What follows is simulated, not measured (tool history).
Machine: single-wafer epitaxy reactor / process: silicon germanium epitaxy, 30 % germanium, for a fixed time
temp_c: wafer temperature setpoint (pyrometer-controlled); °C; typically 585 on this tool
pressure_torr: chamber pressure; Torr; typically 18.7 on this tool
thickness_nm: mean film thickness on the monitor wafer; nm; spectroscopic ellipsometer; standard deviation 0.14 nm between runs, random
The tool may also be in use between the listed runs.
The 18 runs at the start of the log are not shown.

| run | hour | temp_c | pressure_torr | wafers since the last listed run | hours since the last pyrometer calibration | hours since the last manometer calibration | hours since the showerhead was replaced | hours since the gauge calibration | read-back reference wafer on the same gauge, thickness_nm | thickness_nm |
|---|---|---|---|---|---|---|---|---|---|---|
| 19 | 804.1 | 585 | 22.9 | 357 | 981 | 72.6 | 3767.5 | 152 | 34.38 | 49.921 |
| 20 | 844 | 585 | 18.7 | 549 | 1020.9 | 112.5 | 3807.4 | 191.9 | 34.393 | 44.101 |
| 21 | 896.1 | 585 | 18.7 | 717 | 1073 | 164.6 | 3859.5 | 244 | 34.371 | 44.013 |
| 22 | 924.5 | 599 | 22.2 | 391 | 1101.4 | 193 | 3887.9 | 272.4 | 34.405 | 66.201 |
| 23 | 956.8 | 572 | 18.7 | 444 | 1133.7 | 225.3 | 3920.2 | 304.7 | 34.421 | 33.167 |
|  | 1033.9 | pyrometer calibrated |
|  | 1084.1 | showerhead replaced |
| 24 | 1107.6 | 585 | 18.7 | 1855 | 73.7 | 376.1 | 23.5 | 455.5 | 34.367 | 42.97 |
| 25 | 1312.3 | 575 | 18.7 | 2818 | 278.4 | 580.8 | 228.2 | 660.2 | 34.417 | 35.336 |
| 26 | 1370.1 | 572 | 15.5 | 795 | 336.2 | 638.6 | 286 | 718 | 34.422 | 28.766 |
| 27 | 1438.8 | 585 | 18.7 | 945 | 404.9 | 707.3 | 354.7 | 786.7 | 34.406 | 43.742 |
| 28 | 1506.1 | 585 | 20.7 | 926 | 472.2 | 774.6 | 422 | 854 | 34.37 | 47.189 |
| 29 | 1535.4 | 572 | 21.3 | 403 | 501.5 | 803.9 | 451.3 | 883.3 | 34.417 | 36.299 |
| 30 | 1580.3 | 580 | 18.7 | 618 | 546.4 | 848.8 | 496.2 | 928.2 | 34.374 | 39.703 |
| 31 | 1650 | 585 | 18.7 | 959 | 616.1 | 918.5 | 565.9 | 997.9 | 34.365 | 44.196 |
| 32 | 1693.2 | 596 | 20.8 | 594 | 659.3 | 961.7 | 609.1 | 1041.1 | 34.333 | 60.167 |

Below are 4 alternative next runs, each starting from the tool's condition after run 32. Predict each:
| A | 1693.6 | 596 | 18.7 | 5 | 659.7 | 962.1 | 609.5 | 1041.5 | ? | ? |
| B | 1693.6 | 581 | 15.9 | 5 | 659.7 | 962.1 | 609.5 | 1041.5 | ? | ? |
| C | 1693.6 | 585 | 22.8 | 5 | 659.7 | 962.1 | 609.5 | 1041.5 | ? | ? |
| D | 1693.6 | 592 | 17.3 | 5 | 659.7 | 962.1 | 609.5 | 1041.5 | ? | ? |

| run | read-back reference wafer on the same gauge, thickness_nm | thickness_nm |
|---|---|---|
| A | 34.389 | 56.278 |
| B | 34.389 | 36.359 |
| C | 34.389 | 50.606 |
| D | 34.389 | 49.005 |
With no hidden state in the tool, these same runs would have given:
| run | thickness_nm |
|---|---|
| A | 54.42 |
| B | 35.122 |
| C | 48.898 |
| D | 47.374 |
